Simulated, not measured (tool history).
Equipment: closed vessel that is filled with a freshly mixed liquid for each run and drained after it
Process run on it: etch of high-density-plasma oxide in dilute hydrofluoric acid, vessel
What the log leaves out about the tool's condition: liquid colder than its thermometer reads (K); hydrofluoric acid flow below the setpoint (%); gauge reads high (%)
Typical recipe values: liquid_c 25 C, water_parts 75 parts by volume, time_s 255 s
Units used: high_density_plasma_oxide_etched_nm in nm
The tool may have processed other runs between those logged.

run     day  liquid_c  water_parts  time_s  wafers since the last listed run  hours since the thermometer was replaced  hours since the hydrofluoric acid flow meter was replaced  hours since the gauge calibration  read-back film thickness of the high-density-plasma oxide reference wafer, read on the same gauge (nm)  high_density_plasma_oxide_etched_nm
  1       0        25           75     255                                 0                                    1354.7                                                      121.8                              242.4                                                                                                   59.99                                42.85
  2   1.729        25           75     255                              2731                                    1396.2                                                      163.3                              283.9                                                                                                      60                                42.94
  3   5.638        25           75     255                              6174                                      1490                                                      257.1                              377.7                                                                                                   59.99                                42.02
  4   8.283        25           75     255                              4179                                    1553.5                                                      320.6                              441.2                                                                                                      60                                42.58
  5  12.204        25           75     255                              6194                                    1647.6                                                      414.7                              535.3                                                                                                   60.01                                42.42
  6  14.688        25           75     255                              3923                                    1707.2                                                      474.3                              594.9                                                                                                   60.03                                42.15
  7  22.062        25           75     255                             11650                                    1884.2                                                      651.3                              771.9                                                                                                   59.99                                41.85
  8  26.179        25           75     255                              6503                                      1983                                                      750.1                              870.7                                                                                                   59.98                                41.91
      26.85  -- hydrofluoric acid flow meter replaced
     28.421  -- thermometer replaced
  9  29.633        25           75     255                              5325                                      29.1                                                       66.8                              953.6                                                                                                   60.02                                44.24
 10    31.6      23.5           75     145                              3106                                      76.3                                                        114                             1000.8                                                                                                   60.02                                23.78
 11  35.358      23.5           75     145                              5937                                     166.5                                                      204.2                               1091                                                                                                      60                                23.71
 12  37.812      23.5           75     145                              3877                                     225.4                                                      263.1                             1149.9                                                                                                      60                                24.05
 13  39.462        25           75     255                              2606                                       265                                                      302.7                             1189.5                                                                                                      60                                 44.6
 14  43.708        25           75     255                              6707                                     366.9                                                      404.6                             1291.4                                                                                                   59.99                                 44.1
 15  45.617      22.5           60     350                              3014                                     412.7                                                      450.4                             1337.2                                                                                                   59.99                                70.11
 16  48.317      27.5           90     410                              4265                                     477.5                                                      515.2                               1402                                                                                                      60                                63.53
 17  50.425        28           35     340                              3330                                     528.1                                                      565.8                             1452.6                                                                                                   60.01                               149.41
 18  53.971      28.5           75     185                              5601                                     613.2                                                      650.9                             1537.7                                                                                                   59.98                                37.02
     54.733  -- gauge calibrated
     57.662  -- hydrofluoric acid flow meter replaced
 19  57.988        25           95     255                              6279                                     709.6                                                        7.8                               78.1                                                                                                   60.01                                33.47
 20  61.279        25           75     255                              5200                                     788.6                                                       86.8                              157.1                                                                                                   59.99                                43.59
 21  65.229        25           75     255                              6240                                     883.4                                                      181.6                              251.9                                                                                                   59.97                                43.34
 22  68.229        25           75     255                              4739                                     955.4                                                      253.6                              323.9                                                                                                   60.01                                43.42
 23  69.762        25           75     255                              2422                                     992.2                                                      290.4                              360.7                                                                                                   60.02                                 43.6
 24  72.329      22.5           90     125                              4054                                    1053.8                                                        352                              422.3                                                                                                      60                                15.68
 25    75.4      23.5          100     255                              4851                                    1127.5                                                      425.7                                496                                                                                                   60.01                                29.61
 26  78.138        25           75     255                              4324                                    1193.2                                                      491.4                              561.7                                                                                                   59.98                                42.65
 27    82.4        25           75     255                              6733                                    1295.5                                                      593.7                                664                                                                                                      60                                41.87
 28  84.138        25           65     200                              2744                                    1337.2                                                      635.4                              705.7                                                                                                   60.01                                39.71
 29  87.592        25          110     330                              5456                                    1420.1                                                      718.3                              788.6                                                                                                   59.98                                35.89

Predict each of these 5 candidate next runs independently; none follows another, all start after run 29:
  A  87.621        21           75     255                                46                                    1420.8                                                        719                              789.3                                                                                                       ?                                    ?
  B  87.621        29           75     115                                46                                    1420.8                                                        719                              789.3                                                                                                       ?                                    ?
  C  87.621      26.5           75     115                                46                                    1420.8                                                        719                              789.3                                                                                                       ?                                    ?
  D  87.621      27.5          100     355                                46                                    1420.8                                                        719                              789.3                                                                                                       ?                                    ?
  E  87.621      26.5           75     185                                46                                    1420.8                                                        719                              789.3                                                                                                       ?                                    ?

run  read-back film thickness of the high-density-plasma oxide reference wafer, read on the same gauge (nm)  high_density_plasma_oxide_etched_nm
  A                                                                                                   60.03                                35.94
  B                                                                                                   60.03                                22.41
  C                                                                                                   60.03                                 20.3
  D                                                                                                   60.03                                47.33
  E                                                                                                   60.03                                32.66
What these runs would have given with no unlogged condition in the tool:
run  high_density_plasma_oxide_etched_nm
  A                                38.15
  B                                 23.7
  C                                21.49
  D                                50.02
  E                                34.57
